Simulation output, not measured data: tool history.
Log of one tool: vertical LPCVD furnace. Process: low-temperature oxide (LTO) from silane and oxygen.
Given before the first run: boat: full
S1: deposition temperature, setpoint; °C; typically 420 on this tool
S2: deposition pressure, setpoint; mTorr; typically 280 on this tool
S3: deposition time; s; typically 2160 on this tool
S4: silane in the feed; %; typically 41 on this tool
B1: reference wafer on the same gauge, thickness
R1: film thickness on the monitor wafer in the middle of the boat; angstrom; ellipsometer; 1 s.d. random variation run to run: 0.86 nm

run 1 hour=0 | S1=412 S2=280 S3=2160 S4=41 | B1=528 | R1=4913.3
run 2 hour=33.3 | S1=412 S2=280 S3=2160 S4=41 | B1=528.06 | R1=4896.7
run 3 hour=46.4 | S1=412 S2=280 S3=2160 S4=41 | B1=528.07 | R1=4889.9
run 4 hour=79.2 | S1=420 S2=325 S3=2160 S4=41 | B1=528.11 | R1=6157.8
run 5 hour=101 | S1=420 S2=325 S3=2160 S4=41 | B1=528.04 | R1=6159.9
run 6 hour=114.3 | S1=420 S2=325 S3=2160 S4=41 | B1=527.92 | R1=6173.6
run 7 hour=139.3 | S1=415 S2=280 S3=2160 S4=41 | B1=528.16 | R1=5041.5
run 8 hour=172.7 | S1=415 S2=280 S3=2160 S4=41 | B1=527.94 | R1=5060.3
-- hour=199.8 silane flow controller replaced
run 9 hour=203.5 | S1=415 S2=280 S3=2160 S4=41 | B1=528.04 | R1=5468.2
run 10 hour=230.1 | S1=420 S2=280 S3=2160 S4=41 | B1=527.94 | R1=5752.8
run 11 hour=250.1 | S1=420 S2=280 S3=2940 S4=41 | B1=527.87 | R1=7803.9
-- hour=279.4 silane flow controller replaced, repeated, since the last time left the tool worse
-- hour=285.4 thermocouples replaced and temperature profile calibrated
-- hour=295.5 pressure gauge zeroed
run 12 hour=296 | S1=429 S2=245 S3=2160 S4=41 | B1=527.88 | R1=5246.2
run 13 hour=319.2 | S1=413 S2=280 S3=2760 S4=41 | B1=527.88 | R1=6515.1
-- hour=334.8 gauge calibrated
run 14 hour=348.6 | S1=420 S2=325 S3=2160 S4=41 | B1=528.28 | R1=6357
run 15 hour=365.3 | S1=413 S2=305 S3=2160 S4=44 | B1=528 | R1=5974.5

Expected results for the next run?
run 16 hour=388.5 | S1=413 S2=325 S3=2160 S4=41 | B1=? | R1=?

Run 16 yielded B1 527.78, R1 5922.6 angstrom.
Had the tool carried no hidden state, the very same run would have given R1 5923.5 angstrom.
